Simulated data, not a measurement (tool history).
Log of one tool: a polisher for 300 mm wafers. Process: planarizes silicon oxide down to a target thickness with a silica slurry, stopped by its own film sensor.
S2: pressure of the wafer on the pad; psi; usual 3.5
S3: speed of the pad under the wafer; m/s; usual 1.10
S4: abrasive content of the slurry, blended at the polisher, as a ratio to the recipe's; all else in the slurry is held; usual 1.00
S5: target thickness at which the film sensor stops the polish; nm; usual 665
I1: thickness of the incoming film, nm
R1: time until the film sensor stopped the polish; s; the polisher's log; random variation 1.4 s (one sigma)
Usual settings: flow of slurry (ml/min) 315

{"run": 1, "day": 0.0, "flow of slurry (ml/min)": 315, "S2": 3.5, "S3": 1.1, "S4": 1.0, "S5": 665, "I1": 878.4, "R1": 91.7}
{"run": 2, "day": 1.379, "flow of slurry (ml/min)": 315, "S2": 3.5, "S3": 1.1, "S4": 1.0, "S5": 665, "I1": 883.9, "R1": 93.0}
{"run": 3, "day": 2.917, "flow of slurry (ml/min)": 315, "S2": 2.6, "S3": 1.1, "S4": 1.0, "S5": 665, "I1": 894.0, "R1": 120.0}
{"day": 4.854, "done": "slurry nozzle cleaned"}
{"run": 4, "day": 5.196, "flow of slurry (ml/min)": 315, "S2": 2.6, "S3": 1.1, "S4": 1.0, "S5": 665, "I1": 882.7, "R1": 112.3}
{"run": 5, "day": 6.521, "flow of slurry (ml/min)": 315, "S2": 3.5, "S3": 1.26, "S4": 1.0, "S5": 665, "I1": 879.8, "R1": 86.9}
{"run": 6, "day": 7.908, "flow of slurry (ml/min)": 315, "S2": 3.5, "S3": 1.26, "S4": 1.0, "S5": 665, "I1": 868.6, "R1": 81.4}
{"day": 8.092, "done": "worn pad replaced by a new one"}
{"run": 7, "day": 10.792, "flow of slurry (ml/min)": 315, "S2": 3.5, "S3": 1.1, "S4": 1.0, "S5": 665, "I1": 889.1, "R1": 104.8}
{"run": 8, "day": 11.833, "flow of slurry (ml/min)": 390, "S2": 3.1, "S3": 1.0, "S4": 0.8, "S5": 665, "I1": 877.8, "R1": 125.8}
{"day": 12.967, "done": "conditioning disc replaced and pad reconditioned"}
{"run": 9, "day": 14.55, "flow of slurry (ml/min)": 315, "S2": 3.5, "S3": 1.1, "S4": 1.15, "S5": 665, "I1": 873.2, "R1": 84.9}
{"day": 14.908, "done": "slurry blender recalibrated"}
{"run": 10, "day": 15.879, "flow of slurry (ml/min)": 315, "S2": 3.5, "S3": 1.1, "S4": 1.0, "S5": 665, "I1": 875.6, "R1": 91.6}
{"run": 11, "day": 17.429, "flow of slurry (ml/min)": 375, "S2": 3.5, "S3": 1.1, "S4": 1.0, "S5": 665, "I1": 885.3, "R1": 95.7}
{"run": 12, "day": 19.0, "flow of slurry (ml/min)": 380, "S2": 3.5, "S3": 1.1, "S4": 1.3, "S5": 665, "I1": 878.4, "R1": 81.9}
{"day": 19.688, "done": "worn pad replaced by a new one"}
{"run": 13, "day": 21.783, "flow of slurry (ml/min)": 315, "S2": 2.7, "S3": 1.1, "S4": 1.2, "S5": 665, "I1": 886.2, "R1": 107.8}
{"run": 14, "day": 23.521, "flow of slurry (ml/min)": 315, "S2": 3.5, "S3": 1.1, "S4": 1.0, "S5": 665, "I1": 871.8, "R1": 97.5}
{"day": 25.675, "done": "conditioning disc replaced and pad reconditioned"}
{"run": 15, "day": 25.775, "flow of slurry (ml/min)": 315, "S2": 3.5, "S3": 1.1, "S4": 1.0, "S5": 665, "I1": 866.7, "R1": 87.2}
{"day": 27.238, "done": "head pressure recalibrated"}
{"run": 16, "day": 27.696, "flow of slurry (ml/min)": 315, "S2": 3.5, "S3": 1.1, "S4": 0.75, "S5": 665, "I1": 883.0, "R1": 113.4}
{"day": 27.817, "done": "slurry nozzle cleaned"}
{"run": 17, "day": 30.017, "flow of slurry (ml/min)": 315, "S2": 3.5, "S3": 1.1, "S4": 1.0, "S5": 665, "I1": 887.4, "R1": 98.1}
{"day": 31.846, "done": "worn pad replaced by a new one"}
{"day": 33.754, "done": "slurry blender recalibrated"}
{"run": 18, "day": 37.304, "flow of slurry (ml/min)": 220, "S2": 4.0, "S3": 1.28, "S4": 0.85, "S5": 665, "I1": 863.8, "R1": 88.5}
{"run": 19, "day": 39.233, "flow of slurry (ml/min)": 420, "S2": 3.5, "S3": 1.4, "S4": 0.75, "S5": 665, "I1": 877.7, "R1": 102.4}
{"day": 39.662, "done": "conditioning disc replaced and pad reconditioned"}
{"run": 20, "day": 40.671, "flow of slurry (ml/min)": 315, "S2": 3.5, "S3": 1.1, "S4": 1.0, "S5": 633, "I1": 867.5, "R1": 102.3}
{"run": 21, "day": 41.888, "flow of slurry (ml/min)": 315, "S2": 3.5, "S3": 1.1, "S4": 1.0, "S5": 665, "I1": 887.6, "R1": 99.5}
{"run": 22, "day": 43.408, "flow of slurry (ml/min)": 315, "S2": 3.2, "S3": 0.74, "S4": 1.0, "S5": 633, "I1": 893.6, "R1": 168.4}
{"run": 23, "day": 44.45, "flow of slurry (ml/min)": 315, "S2": 3.5, "S3": 1.1, "S4": 1.0, "S5": 665, "I1": 883.8, "R1": 99.0}
{"day": 45.017, "done": "worn pad replaced by a new one"}
{"run": 24, "day": 45.567, "flow of slurry (ml/min)": 315, "S2": 3.5, "S3": 1.1, "S4": 1.2, "S5": 604, "I1": 880.6, "R1": 115.1}
{"run": 25, "day": 47.0, "flow of slurry (ml/min)": 315, "S2": 3.5, "S3": 1.1, "S4": 1.0, "S5": 665, "I1": 883.4, "R1": 98.7}

The tool's hidden state at each run:
removal rate lost through wear of the pad, %: 0 in every run
slurry flow missing at the pad, %: 0 in every run
deviation of the head's pressure from its setpoint, %: 0 in every run
abrasive missing from the slurry, %: 0 in every run
H1: time polished since the conditioner stopped cutting, s
run=1 H1=17.1
run=2 H1=19
run=3 H1=25.5
run=4 H1=43.6
run=5 H1=58.7
run=6 H1=78.3
run=7 H1=131
run=8 H1=154
run=9 H1=30.9
run=10 H1=36.7
run=11 H1=47.9
run=12 H1=63.9
run=13 H1=104
run=14 H1=137
run=15 H1=15.4
run=16 H1=19.4
run=17 H1=33.8
run=18 H1=147
run=19 H1=194
run=20 H1=38.7
run=21 H1=42.6
run=22 H1=51.4
run=23 H1=60.1
run=24 H1=71.7
run=25 H1=90.1
